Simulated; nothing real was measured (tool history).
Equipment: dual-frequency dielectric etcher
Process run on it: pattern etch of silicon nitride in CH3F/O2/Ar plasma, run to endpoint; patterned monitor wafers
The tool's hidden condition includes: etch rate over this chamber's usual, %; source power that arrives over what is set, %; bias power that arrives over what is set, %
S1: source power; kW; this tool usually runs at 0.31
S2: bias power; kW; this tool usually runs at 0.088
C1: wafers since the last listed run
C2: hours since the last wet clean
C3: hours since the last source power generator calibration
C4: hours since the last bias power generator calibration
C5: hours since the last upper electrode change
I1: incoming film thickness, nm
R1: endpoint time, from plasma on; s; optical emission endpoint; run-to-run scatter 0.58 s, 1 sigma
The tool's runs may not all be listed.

run 1 hour=0 | S1=0.31 S2=0.088 | C1=0 C2=117.3 C3=3848.6 C4=3295.6 C5=4946.3 | I1=55.9 | R1=77.2
run 2 hour=20.5 | S1=0.31 S2=0.088 | C1=236 C2=137.8 C3=3869.1 C4=3316.1 C5=4966.8 | I1=55.3 | R1=78
run 3 hour=42.3 | S1=0.31 S2=0.088 | C1=251 C2=159.6 C3=3890.9 C4=3337.9 C5=4988.6 | I1=55.5 | R1=77.3
run 4 hour=62.5 | S1=0.31 S2=0.088 | C1=233 C2=179.8 C3=3911.1 C4=3358.1 C5=5008.8 | I1=55.7 | R1=77
run 5 hour=76.7 | S1=0.31 S2=0.096 | C1=163 C2=194 C3=3925.3 C4=3372.3 C5=5023 | I1=55.8 | R1=75.2
run 6 hour=97.5 | S1=0.31 S2=0.096 | C1=240 C2=214.8 C3=3946.1 C4=3393.1 C5=5043.8 | I1=55.6 | R1=75.2
run 7 hour=122.8 | S1=0.31 S2=0.088 | C1=292 C2=240.1 C3=3971.4 C4=3418.4 C5=5069.1 | I1=56.4 | R1=77.5
-- hour=156.6 upper electrode replaced
run 8 hour=157.1 | S1=0.31 S2=0.088 | C1=118 C2=274.4 C3=4005.7 C4=3452.7 C5=0.5 | I1=56.1 | R1=77.6
-- hour=162.2 bias power generator calibrated
run 9 hour=162.7 | S1=0.36 S2=0.088 | C1=18 C2=280 C3=4011.3 C4=0.5 C5=6.1 | I1=55.8 | R1=71.5
run 10 hour=197.6 | S1=0.36 S2=0.088 | C1=402 C2=314.9 C3=4046.2 C4=35.4 C5=41 | I1=55.7 | R1=70.5
run 11 hour=215.6 | S1=0.31 S2=0.088 | C1=207 C2=332.9 C3=4064.2 C4=53.4 C5=59 | I1=56.1 | R1=76
run 12 hour=243.8 | S1=0.36 S2=0.075 | C1=325 C2=361.1 C3=4092.4 C4=81.6 C5=87.2 | I1=56.2 | R1=73.7
-- hour=280.8 wet clean of the chamber
run 13 hour=281.3 | S1=0.29 S2=0.105 | C1=155 C2=0.5 C3=4129.9 C4=119.1 C5=124.7 | I1=55.6 | R1=76.5
run 14 hour=286 | S1=0.31 S2=0.088 | C1=54 C2=5.2 C3=4134.6 C4=123.8 C5=129.4 | I1=56.2 | R1=80
run 15 hour=310.1 | S1=0.31 S2=0.088 | C1=278 C2=29.3 C3=4158.7 C4=147.9 C5=153.5 | I1=55.5 | R1=78.4
run 16 hour=341.5 | S1=0.26 S2=0.067 | C1=362 C2=60.7 C3=4190.1 C4=179.3 C5=184.9 | I1=55.8 | R1=93.2
-- hour=358.3 source power generator calibrated
run 17 hour=375.8 | S1=0.31 S2=0.099 | C1=349 C2=95 C3=17.5 C4=213.6 C5=219.2 | I1=55.9 | R1=75.3
run 18 hour=396.2 | S1=0.31 S2=0.088 | C1=235 C2=115.4 C3=37.9 C4=234 C5=239.6 | I1=55.8 | R1=78.1
run 19 hour=414.4 | S1=0.31 S2=0.07 | C1=210 C2=133.6 C3=56.1 C4=252.2 C5=257.8 | I1=55.5 | R1=82.7
run 20 hour=439.5 | S1=0.25 S2=0.079 | C1=289 C2=158.7 C3=81.2 C4=277.3 C5=282.9 | I1=55.7 | R1=89.2
run 21 hour=452.2 | S1=0.35 S2=0.071 | C1=146 C2=171.4 C3=93.9 C4=290 C5=295.6 | I1=56 | R1=77.9
run 22 hour=478.6 | S1=0.31 S2=0.088 | C1=304 C2=197.8 C3=120.3 C4=316.4 C5=322 | I1=56.2 | R1=77.7

Hidden condition of the tool, last listed run before each entry between runs versus first listed run after:
In the gap between runs 7 and 8: upper electrode replaced (hour 156.6)
  etch rate over this chamber's usual, %: 2.79 -> 3.3
  what was measured, less what the result would be without the hidden state, R1: -2.2 -> -2.6 s
In the gap between runs 8 and 9: bias power generator calibrated (hour 162.2)
  etch rate over this chamber's usual, %: 3.3 -> 3.38
  what was measured, less what the result would be without the hidden state, R1: -2.6 -> -2.5 s
In the gap between runs 12 and 13: wet clean of the chamber (hour 280.8)
  etch rate over this chamber's usual, %: 4.59 -> -0.465
  what was measured, less what the result would be without the hidden state, R1: -3.4 -> +0.3 s
In the gap between runs 16 and 17: source power generator calibrated (hour 358.3)
  etch rate over this chamber's usual, %: 0.428 -> 0.937
  what was measured, less what the result would be without the hidden state, R1: -0.4 -> -0.7 s

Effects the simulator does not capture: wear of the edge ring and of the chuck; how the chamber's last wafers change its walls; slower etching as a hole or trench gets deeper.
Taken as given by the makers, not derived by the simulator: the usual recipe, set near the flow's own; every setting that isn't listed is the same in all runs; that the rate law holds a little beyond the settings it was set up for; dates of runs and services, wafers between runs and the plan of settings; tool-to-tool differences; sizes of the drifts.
